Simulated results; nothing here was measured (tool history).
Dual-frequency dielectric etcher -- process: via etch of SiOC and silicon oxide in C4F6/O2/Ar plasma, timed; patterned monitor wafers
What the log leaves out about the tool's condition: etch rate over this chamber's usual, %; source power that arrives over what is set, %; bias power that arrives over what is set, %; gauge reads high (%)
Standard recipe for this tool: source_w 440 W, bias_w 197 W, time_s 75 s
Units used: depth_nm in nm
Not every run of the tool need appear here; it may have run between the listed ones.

| run | day | source_w | bias_w | time_s | wafers since the last listed run | hours since the last wet clean | hours since the last source power generator calibration | hours since the last bias power generator calibration | hours since the last upper electrode change | hours since the gauge calibration | read-back reference wafer on the same gauge, depth_nm | depth_nm |
|---|---|---|---|---|---|---|---|---|---|---|---|---|
| 1 | 0 | 440 | 197 | 75 | 0 | 553.5 | 3634.7 | 4154.6 | 3296.8 | 536.5 | 79.7 | 84.1 |
| 2 | 0.475 | 440 | 197 | 75 | 75 | 564.9 | 3646.1 | 4166 | 3308.2 | 547.9 | 79.5 | 84.1 |
| 3 | 1.008 | 440 | 197 | 75 | 85 | 577.7 | 3658.9 | 4178.8 | 3321 | 560.7 | 79.6 | 85 |
|  | 2.425 | wet clean of the chamber |
| 4 | 3.112 | 440 | 197 | 75 | 176 | 16.5 | 3709.4 | 4229.3 | 3371.5 | 611.2 | 79.5 | 80.3 |
| 5 | 3.604 | 440 | 197 | 75 | 78 | 28.3 | 3721.2 | 4241.1 | 3383.3 | 623 | 79.5 | 80.5 |
|  | 4.046 | gauge calibrated |
|  | 4.108 | source power generator calibrated |
| 6 | 4.129 | 440 | 197 | 75 | 57 | 40.9 | 0.5 | 4253.7 | 3395.9 | 2 | 79.3 | 80.2 |
| 7 | 4.708 | 520 | 197 | 80 | 92 | 54.8 | 14.4 | 4267.6 | 3409.8 | 15.9 | 79.6 | 93.9 |
|  | 5.004 | bias power generator calibrated |
| 8 | 5.317 | 520 | 197 | 80 | 70 | 69.4 | 29 | 7.5 | 3424.4 | 30.5 | 79.5 | 94 |
| 9 | 5.6 | 520 | 197 | 80 | 45 | 76.2 | 35.8 | 14.3 | 3431.2 | 37.3 | 79.5 | 94.3 |
| 10 | 6.346 | 440 | 197 | 75 | 119 | 94.1 | 53.7 | 32.2 | 3449.1 | 55.2 | 79.6 | 81.2 |
| 11 | 6.958 | 440 | 197 | 75 | 97 | 108.8 | 68.4 | 46.9 | 3463.8 | 69.9 | 79.4 | 80.9 |
|  | 8.421 | upper electrode replaced |
| 12 | 8.442 | 370 | 240 | 61 | 77 | 144.4 | 104 | 82.5 | 0.5 | 105.5 | 79.4 | 63.4 |
| 13 | 8.454 | 500 | 151 | 75 | 1 | 144.7 | 104.3 | 82.8 | 0.8 | 105.8 | 79.3 | 81.7 |
| 14 | 8.471 | 400 | 220 | 95 | 2 | 145.1 | 104.7 | 83.2 | 1.2 | 106.2 | 79.3 | 101.5 |
| 15 | 8.729 | 440 | 197 | 75 | 41 | 151.3 | 110.9 | 89.4 | 7.4 | 112.4 | 79.8 | 81.3 |
| 16 | 9.25 | 440 | 197 | 75 | 83 | 163.8 | 123.4 | 101.9 | 19.9 | 124.9 | 79.5 | 82.3 |
| 17 | 9.888 | 440 | 197 | 75 | 101 | 179.1 | 138.7 | 117.2 | 35.2 | 140.2 | 79.5 | 81.8 |
| 18 | 10.533 | 350 | 151 | 66 | 103 | 194.6 | 154.2 | 132.7 | 50.7 | 155.7 | 79.2 | 58.9 |
| 19 | 11.029 | 440 | 197 | 62.5 | 79 | 206.5 | 166.1 | 144.6 | 62.6 | 167.6 | 79.5 | 68.4 |
| 20 | 11.567 | 440 | 197 | 75 | 85 | 219.4 | 179 | 157.5 | 75.5 | 180.5 | 79.5 | 82.4 |
| 21 | 11.9 | 440 | 171 | 75 | 53 | 227.4 | 187 | 165.5 | 83.5 | 188.5 | 79.6 | 80.5 |
| 22 | 12.162 | 440 | 197 | 75 | 41 | 233.7 | 193.3 | 171.8 | 89.8 | 194.8 | 79.4 | 82 |
| 23 | 12.625 | 440 | 197 | 75 | 73 | 244.8 | 204.4 | 182.9 | 100.9 | 205.9 | 79.5 | 82.5 |
| 24 | 13.104 | 400 | 197 | 68 | 76 | 256.3 | 215.9 | 194.4 | 112.4 | 217.4 | 79.5 | 71.7 |

Run 25, settings as shown, results not yet in. Your forecast:
| 25 | 13.675 | 380 | 243 | 61 | 91 | 270 | 229.6 | 208.1 | 126.1 | 231.1 | ? | ? |

{"run 25": {"read-back reference wafer on the same gauge, depth_nm": 79.4, "depth_nm": 64.9}}
Had the tool carried no hidden state, the very same run would have given depth_nm 62.8 nm.
